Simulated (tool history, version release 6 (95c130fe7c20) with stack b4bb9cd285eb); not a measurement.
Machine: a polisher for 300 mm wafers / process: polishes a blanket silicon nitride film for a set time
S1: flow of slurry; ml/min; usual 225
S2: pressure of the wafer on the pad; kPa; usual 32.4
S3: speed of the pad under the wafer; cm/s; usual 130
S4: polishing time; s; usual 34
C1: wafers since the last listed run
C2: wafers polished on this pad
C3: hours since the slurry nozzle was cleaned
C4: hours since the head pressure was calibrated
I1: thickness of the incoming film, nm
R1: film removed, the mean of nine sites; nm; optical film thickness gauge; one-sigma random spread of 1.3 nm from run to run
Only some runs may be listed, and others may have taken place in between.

run	hour	S1	S2	S3	S4	C1	C2	C3	C4	I1	R1
1	0.0	185	32.4	166	34	0	738	377.7	707.2	456.0	103.9
2	13.2	225	28.3	154	34	186	925	390.9	720.4	460.3	84.8
3	25.0	225	28.3	154	34	166	1091	402.7	732.2	452.6	87.7
# hour 32.8: worn pad replaced by a new one
4	35.7	225	27.6	130	34	94	40	413.4	742.9	463.3	74.4
5	47.6	225	32.4	130	34	167	208	425.3	754.8	456.5	88.5
6	64.5	225	32.4	130	34	238	447	442.2	771.7	462.4	84.6
7	78.7	225	32.4	130	34	200	647	456.4	785.9	467.5	84.0
8	85.6	225	32.4	130	34	97	745	463.3	792.8	462.4	86.8
9	96.0	225	32.4	130	34	146	891	473.7	803.2	463.3	89.7
10	103.9	225	32.4	130	38	111	1003	481.6	811.1	464.8	97.4
# hour 112.3: worn pad replaced by a new one
11	112.8	225	32.4	130	38	69	7	490.5	820.0	459.1	97.2
12	118.5	225	32.4	116	34	80	88	496.2	825.7	465.8	79.7
13	126.3	225	32.4	116	34	110	198	504.0	833.5	461.6	79.9
14	143.2	225	32.4	130	34	238	436	520.9	850.4	461.2	87.3
# hour 162.2: slurry nozzle cleaned
# hour 167.5: head pressure recalibrated
15	185.5	225	32.4	130	34	554	991	23.3	18.0	464.8	86.6
# hour 191.7: worn pad replaced by a new one
16	192.6	225	26.2	130	30	43	12	30.4	25.1	470.2	61.6
17	202.5	275	24.8	174	41	139	152	40.3	35.0	469.2	102.1
18	215.4	275	24.8	174	41	182	334	53.2	47.9	453.0	105.3
19	225.5	225	32.4	130	34	142	476	63.3	58.0	459.8	87.0
20	232.3	225	24.8	130	34	95	572	70.1	64.8	458.0	65.8
21	242.1	250	38.6	100	40	138	711	79.9	74.6	460.4	97.0
22	252.0	285	32.4	154	34	139	850	89.8	84.5	462.2	100.1
# hour 261.7: worn pad replaced by a new one
23	301.1	265	32.4	98	28	636	555	138.9	133.6	461.5	57.7
24	318.3	225	40.7	146	34	242	798	156.1	150.8	463.8	119.9
25	335.9	195	35.9	152	34	248	1046	173.7	168.4	462.8	110.3
# hour 347.3: worn pad replaced by a new one
26	347.8	270	32.4	90	34	111	7	185.6	180.3	467.4	65.6
27	353.0	225	32.4	130	45	73	80	190.8	185.5	459.5	117.8
28	359.4	225	32.4	104	34	90	171	197.2	191.9	469.9	73.8
29	373.6	225	28.3	130	34	200	371	211.4	206.1	455.7	76.3

What if the next run were any one of these 4? Each begins from the tool's condition after run 29:
A	374.0	225	32.4	130	34	5	377	211.8	206.5	460.8	?
B	374.0	225	32.4	130	43	5	377	211.8	206.5	460.8	?
C	374.0	185	22.1	130	34	5	377	211.8	206.5	460.8	?
D	374.0	280	42.1	98	25	5	377	211.8	206.5	460.8	?

run	R1
A	88.1
B	111.4
C	59.1
D	68.1
Stripped of hidden state, with their random variation kept, the same runs would have yielded:
run	R1
A	88.1
B	111.4
C	59.1
D	68.1
